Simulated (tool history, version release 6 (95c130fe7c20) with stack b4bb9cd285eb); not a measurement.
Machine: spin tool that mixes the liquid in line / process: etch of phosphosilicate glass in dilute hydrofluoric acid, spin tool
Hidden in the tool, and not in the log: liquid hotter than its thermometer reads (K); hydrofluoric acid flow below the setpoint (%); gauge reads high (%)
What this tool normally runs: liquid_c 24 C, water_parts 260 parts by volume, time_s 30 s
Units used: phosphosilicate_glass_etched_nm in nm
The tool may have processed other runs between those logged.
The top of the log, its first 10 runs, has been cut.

run   hour  liquid_c  water_parts  time_s  wafers since the last listed run  hours since the thermometer was replaced  hours since the hydrofluoric acid flow meter was replaced  hours since the gauge calibration  read-back film thickness of the phosphosilicate glass reference wafer, read on the same gauge (nm)  phosphosilicate_glass_etched_nm
 11  136.7        24          180      30                               164                                      20.7                                                      701.1                              211.9                                                                                               49.98                             27.5
     140.6  -- hydrofluoric acid flow meter replaced
     144.8  -- gauge calibrated
 12    148        24          180      30                               146                                        32                                                        7.4                                3.2                                                                                               49.98                            28.99
 13  159.4        24          205      30                               162                                      43.4                                                       18.8                               14.6                                                                                               50.02                            24.96
 14  166.4        24          260      30                                99                                      50.4                                                       25.8                               21.6                                                                                                  50                            18.48
 15  180.2        24          260      30                               196                                      64.2                                                       39.6                               35.4                                                                                               50.01                            18.16
 16  198.2        20          195      15                               255                                      82.2                                                       57.6                               53.4                                                                                                  50                            11.37
 17  211.8        24          165      40                               193                                      95.8                                                       71.2                                 67                                                                                               50.01                            42.55
 18  227.8      28.5          260      45                               227                                     111.8                                                       87.2                                 83                                                                                               50.03                               32
 19  240.6      22.5          385      30                               181                                     124.6                                                        100                               95.8                                                                                                  50                            10.46
 20  254.3      22.5          385      30                               194                                     138.3                                                      113.7                              109.5                                                                                               49.98                            10.46
 21    266      20.5          340      45                               166                                       150                                                      125.4                              121.2                                                                                               49.98                            17.52
 22  278.9        24          330      40                               183                                     162.9                                                      138.3                              134.1                                                                                               49.99                            17.96
 23  284.9        24          260      30                                85                                     168.9                                                      144.3                              140.1                                                                                               50.02                            18.19
 24  294.1        24          315      40                               130                                     178.1                                                      153.5                              149.3                                                                                               49.98                            19.03
 25  310.9      22.5          305      15                               238                                     194.9                                                      170.3                              166.1                                                                                               50.01                             7.14
 26  319.6        28          260      30                               123                                     203.6                                                        179                              174.8                                                                                               49.98                            20.85
 27  327.8      27.5          150      50                               116                                     211.8                                                      187.2                                183                                                                                               50.01                            67.07
 28  334.1        26          315      40                                89                                     218.1                                                      193.5                              189.3                                                                                               49.98                            20.38
 29  351.2        24          260      30                               243                                     235.2                                                      210.6                              206.4                                                                                                  50                            18.09
     362.5  -- gauge calibrated
 30  365.2        20          140      50                               199                                     249.2                                                      224.6                                2.7                                                                                               50.02                             54.7
 31  374.8        24          260      30                               136                                     258.8                                                      234.2                               12.3                                                                                               49.98                             18.4
 32  387.1        29          260      30                               174                                     271.1                                                      246.5                               24.6                                                                                               49.98                            21.65
 33  398.8        24          260      30                               166                                     282.8                                                      258.2                               36.3                                                                                                  50                            17.95

Each row is a separate what-if for the run after 33, all from the same tool condition, not one after another. Results?
  A  399.2        24          260      30                                 5                                     283.2                                                      258.6                               36.7                                                                                                   ?                                ?
  B  399.2        24          315      30                                 5                                     283.2                                                      258.6                               36.7                                                                                                   ?                                ?
  C  399.2        24          365      15                                 5                                     283.2                                                      258.6                               36.7                                                                                                   ?                                ?
  D  399.2      27.5          260      30                                 5                                     283.2                                                      258.6                               36.7                                                                                                   ?                                ?

run  read-back film thickness of the phosphosilicate glass reference wafer, read on the same gauge (nm)  phosphosilicate_glass_etched_nm
  A                                                                                               50.01                            18.15
  B                                                                                               50.01                            14.18
  C                                                                                               50.01                             5.84
  D                                                                                               50.01                             20.5
Without the tool's hidden state the same runs would have given:
run  phosphosilicate_glass_etched_nm
  A                             18.6
  B                            14.54
  C                             5.99
  D                            21.01

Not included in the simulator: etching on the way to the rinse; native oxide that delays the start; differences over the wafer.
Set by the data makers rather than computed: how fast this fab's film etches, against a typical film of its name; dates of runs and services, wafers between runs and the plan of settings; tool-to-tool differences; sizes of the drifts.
